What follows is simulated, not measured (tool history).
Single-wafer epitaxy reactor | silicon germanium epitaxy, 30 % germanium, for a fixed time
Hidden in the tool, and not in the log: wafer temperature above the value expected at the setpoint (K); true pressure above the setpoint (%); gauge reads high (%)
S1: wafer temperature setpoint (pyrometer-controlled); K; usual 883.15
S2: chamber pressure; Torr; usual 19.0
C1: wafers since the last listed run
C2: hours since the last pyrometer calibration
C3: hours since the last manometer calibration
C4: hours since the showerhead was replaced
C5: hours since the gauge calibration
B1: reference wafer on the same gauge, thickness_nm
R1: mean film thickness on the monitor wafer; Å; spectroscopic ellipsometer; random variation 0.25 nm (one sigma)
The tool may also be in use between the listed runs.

run    hour      S1    S2    C1      C2      C3      C4      C5      B1      R1
  1     0.0  883.15  17.1     0   656.2  1485.0  4904.8  2077.8  78.868  686.48
  2    82.5  876.15  15.7  1172   738.7  1567.5  4987.3  2160.3  78.860  585.26
  3   118.6  876.15  15.7   513   774.8  1603.6  5023.4  2196.4  78.873  579.49
  4   196.2  883.15  17.8  1103   852.4  1681.2  5101.0  2274.0  78.826  686.30
  5   235.5  883.15  17.8   558   891.7  1720.5  5140.3  2313.3  78.800  689.34
  6   315.4  883.15  21.2  1135   971.6  1800.4  5220.2  2393.2  78.914  723.70
  7   361.4  883.15  21.2   653  1017.6  1846.4  5266.2  2439.2  78.966  717.67
  8   466.3  883.15  21.2  1491  1122.5  1951.3  5371.1  2544.1  78.923  716.75
  9   546.2  883.15  19.0  1135  1202.4  2031.2  5451.0  2624.0  78.933  697.04
 10   625.1  883.15  19.0  1121  1281.3  2110.1  5529.9  2702.9  78.923  697.16
 11   664.7  874.15  19.0   562  1320.9  2149.7  5569.5  2742.5  78.869  575.01
      704.1  -- showerhead replaced
 12   751.6  891.15  22.0  1121  1407.8  2236.6    47.5  2829.4  78.968  848.54
      755.3  -- gauge calibrated
 13   808.6  898.15  21.1   810  1464.8  2293.6   104.5    53.3  78.862  968.41
 14   882.2  896.15  23.0  1046  1538.4  2367.2   178.1   126.9  78.909  946.43
 15   944.3  883.15  19.0   882  1600.5  2429.3   240.2   189.0  78.898  697.45
 16  1018.8  883.15  19.0  1058  1675.0  2503.8   314.7   263.5  78.941  694.74
     1130.0  -- capacitance manometer re-zeroed and calibrated
 17  1130.5  888.15  14.7  1474  1786.7     0.5   426.4   375.2  78.959  705.13
     1198.0  -- pyrometer calibrated
 18  1217.5  871.15  21.1  1122    19.5    87.5   513.4   462.2  78.906  572.34
 19  1290.0  876.15  22.4  1030    92.0   160.0   585.9   534.7  78.957  646.66

Forecast run 20:
 20  1591.1  883.15  22.0  4279  393.1  461.1  887.0  835.8   ?   ?

B1: 78.828
R1: 740.81 Å
Without the tool's hidden state the same run would have given R1 742.39 Å.
